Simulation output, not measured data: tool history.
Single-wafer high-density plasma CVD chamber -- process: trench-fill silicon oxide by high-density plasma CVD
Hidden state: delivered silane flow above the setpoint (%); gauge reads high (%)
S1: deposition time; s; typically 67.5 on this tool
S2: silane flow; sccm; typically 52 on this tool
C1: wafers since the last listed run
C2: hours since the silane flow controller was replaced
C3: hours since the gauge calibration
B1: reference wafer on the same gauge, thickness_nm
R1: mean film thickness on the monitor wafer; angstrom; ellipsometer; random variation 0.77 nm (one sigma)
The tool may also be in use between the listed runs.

Run 1, hour 0.0: usual settings; C1 0; C2 2305.8; C3 114.4; B1 291.977. Result: R1 3419.91 angstrom.
Run 2, hour 10.8: usual settings but S1 76.3 s, S2 45 sccm; C1 205; C2 2316.6; C3 125.2; B1 292.038. Result: R1 3374.67 angstrom.
Run 3, hour 17.7: usual settings but S1 76.3 s, S2 45 sccm; C1 131; C2 2323.5; C3 132.1; B1 292.045. Result: R1 3380.81 angstrom.
Run 4, hour 33.7: usual settings; C1 304; C2 2339.5; C3 148.1; B1 291.938. Result: R1 3432.55 angstrom.
Run 5, hour 45.9: usual settings; C1 232; C2 2351.7; C3 160.3; B1 291.940. Result: R1 3436.80 angstrom.
Run 6, hour 57.1: usual settings; C1 213; C2 2362.9; C3 171.5; B1 291.837. Result: R1 3441.67 angstrom.
Run 7, hour 69.8: usual settings; C1 241; C2 2375.6; C3 184.2; B1 291.866. Result: R1 3423.79 angstrom.
Run 8, hour 83.2: usual settings; C1 255; C2 2389.0; C3 197.6; B1 292.170. Result: R1 3433.72 angstrom.
Run 9, hour 95.3: usual settings but S1 58.6 s; C1 230; C2 2401.1; C3 209.7; B1 292.079. Result: R1 2978.08 angstrom.
Run 10, hour 108.3: usual settings but S1 58.6 s; C1 247; C2 2414.1; C3 222.7; B1 291.932. Result: R1 2987.73 angstrom.
Run 11, hour 116.3: usual settings but S1 58.6 s; C1 152; C2 2422.1; C3 230.7; B1 291.944. Result: R1 2965.43 angstrom.
Run 12, hour 125.5: usual settings but S2 60 sccm; C1 175; C2 2431.3; C3 239.9; B1 292.149. Result: R1 3933.40 angstrom.
Run 13, hour 134.9: usual settings but S2 60 sccm; C1 178; C2 2440.7; C3 249.3; B1 291.872. Result: R1 3935.44 angstrom.
Run 14, hour 145.8: usual settings but S2 59 sccm; C1 207; C2 2451.6; C3 260.2; B1 291.930. Result: R1 3875.56 angstrom.
Run 15, hour 158.6: usual settings but S1 64.7 s; C1 243; C2 2464.4; C3 273.0; B1 291.776. Result: R1 3294.26 angstrom.
Run 16, hour 166.9: usual settings but S1 64.7 s; C1 158; C2 2472.7; C3 281.3; B1 291.922. Result: R1 3294.76 angstrom.
Run 17, hour 178.1: usual settings but S1 64.7 s; C1 213; C2 2483.9; C3 292.5; B1 292.143. Result: R1 3289.45 angstrom.
Run 18, hour 188.4: usual settings but S2 49 sccm; C1 196; C2 2494.2; C3 302.8; B1 291.780. Result: R1 3256.36 angstrom.
Run 19, hour 215.6: usual settings; C1 517; C2 2521.4; C3 330.0; B1 292.165. Result: R1 3458.45 angstrom.
Run 20, hour 232.0: usual settings; C1 312; C2 2537.8; C3 346.4; B1 292.085. Result: R1 3435.49 angstrom.
Run 21, hour 242.5: usual settings; C1 199; C2 2548.3; C3 356.9; B1 292.089. Result: R1 3450.93 angstrom.
Run 22, hour 259.1: usual settings; C1 316; C2 2564.9; C3 373.5; B1 292.131. Result: R1 3442.65 angstrom.
Run 23, hour 273.0: usual settings; C1 264; C2 2578.8; C3 387.4; B1 291.986. Result: R1 3450.95 angstrom.
Run 24, hour 280.0: usual settings but S2 55 sccm; C1 133; C2 2585.8; C3 394.4; B1 292.224. Result: R1 3632.90 angstrom.
Run 25, hour 292.4: usual settings but S1 78.8 s, S2 61 sccm; C1 236; C2 2598.2; C3 406.8; B1 292.179. Result: R1 4673.96 angstrom.
Run 26, hour 301.2: usual settings but S1 61.2 s; C1 167; C2 2607.0; C3 415.6; B1 291.905. Result: R1 3145.83 angstrom.
Run 27, hour 315.3: usual settings but S1 72.4 s, S2 48 sccm; C1 268; C2 2621.1; C3 429.7; B1 292.082. Result: R1 3444.46 angstrom.
Run 28, hour 352.8: usual settings but S1 75.3 s, S2 48 sccm; C1 714; C2 2658.6; C3 467.2; B1 292.002. Result: R1 3568.11 angstrom.
Run 29, hour 366.7: usual settings but S1 75.8 s, S2 55 sccm; C1 264; C2 2672.5; C3 481.1; B1 291.979. Result: R1 4099.21 angstrom.
Run 30, hour 383.3: usual settings; C1 316; C2 2689.1; C3 497.7; B1 291.959. Result: R1 3460.34 angstrom.
Run 31, hour 400.1: usual settings; C1 319; C2 2705.9; C3 514.5; B1 291.873. Result: R1 3456.29 angstrom.
At hour 421.7: silane flow controller replaced.
Run 32, hour 422.2: usual settings but S1 72.3 s, S2 58 sccm; C1 268; C2 0.5; C3 536.6; B1 291.922. Result: R1 3953.05 angstrom.
Run 33, hour 427.8: usual settings; C1 106; C2 6.1; C3 542.2; B1 292.058. Result: R1 3336.29 angstrom.
Run 34, hour 441.1: usual settings; C1 253; C2 19.4; C3 555.5; B1 292.127. Result: R1 3333.58 angstrom.
Run 35, hour 447.4: usual settings but S1 57.6 s, S2 43 sccm; C1 119; C2 25.7; C3 561.8; B1 292.210. Result: R1 2399.49 angstrom.
Run 36, hour 460.5: usual settings but S1 80.3 s, S2 46 sccm; C1 249; C2 38.8; C3 574.9; B1 291.968. Result: R1 3552.99 angstrom.
Run 37, hour 472.2: usual settings but S2 45 sccm; C1 222; C2 50.5; C3 586.6; B1 292.196. Result: R1 2917.85 angstrom.
At hour 488.9: gauge calibrated.
Run 38, hour 515.1: usual settings but S1 76.5 s, S2 45 sccm; C1 816; C2 93.4; C3 26.2; B1 291.916. Result: R1 3310.25 angstrom.
Run 39, hour 530.0: usual settings but S1 62.8 s, S2 42 sccm; C1 283; C2 108.3; C3 41.1; B1 291.949. Result: R1 2553.09 angstrom.
Run 40, hour 582.5: usual settings but S1 76.7 s, S2 55 sccm; C1 999; C2 160.8; C3 93.6; B1 291.849. Result: R1 3994.56 angstrom.
Run 41, hour 597.6: usual settings but S2 47 sccm; C1 287; C2 175.9; C3 108.7; B1 292.094. Result: R1 3051.39 angstrom.
Run 42, hour 615.4: usual settings but S1 75.0 s, S2 46 sccm; C1 338; C2 193.7; C3 126.5; B1 292.104. Result: R1 3298.24 angstrom.
Run 43, hour 622.6: usual settings but S1 73.5 s, S2 61 sccm; C1 137; C2 200.9; C3 133.7; B1 291.893. Result: R1 4225.27 angstrom.
Run 44, hour 630.7: usual settings but S1 73.6 s, S2 46 sccm; C1 154; C2 209.0; C3 141.8; B1 291.918. Result: R1 3253.78 angstrom.
Run 45, hour 637.0: usual settings but S1 58.9 s, S2 55 sccm; C1 119; C2 215.3; C3 148.1; B1 292.045. Result: R1 3074.11 angstrom.
Run 46, hour 648.6: usual settings but S1 79.3 s, S2 60 sccm; C1 220; C2 226.9; C3 159.7; B1 292.077. Result: R1 4489.00 angstrom.

Consider 3 possible next runs. They are alternatives, not a sequence: every one starts from the tool as it was left by run 46. What does each give?
Run A, hour 649.0: usual settings; C1 7; C2 227.3; C3 160.1; B1 ?. Result: R1 ?.
Run B, hour 649.0: usual settings but S1 79.4 s, S2 46 sccm; C1 7; C2 227.3; C3 160.1; B1 ?. Result: R1 ?.
Run C, hour 649.0: usual settings but S1 74.5 s, S2 56 sccm; C1 7; C2 227.3; C3 160.1; B1 ?. Result: R1 ?.

run       B1       R1
  A  292.198  3333.34
  B  292.198  3497.19
  C  292.198  3944.12
Stripped of hidden state, with their random variation kept, the same runs would have yielded:
run       R1
  A  3292.41
  B  3454.24
  C  3895.69

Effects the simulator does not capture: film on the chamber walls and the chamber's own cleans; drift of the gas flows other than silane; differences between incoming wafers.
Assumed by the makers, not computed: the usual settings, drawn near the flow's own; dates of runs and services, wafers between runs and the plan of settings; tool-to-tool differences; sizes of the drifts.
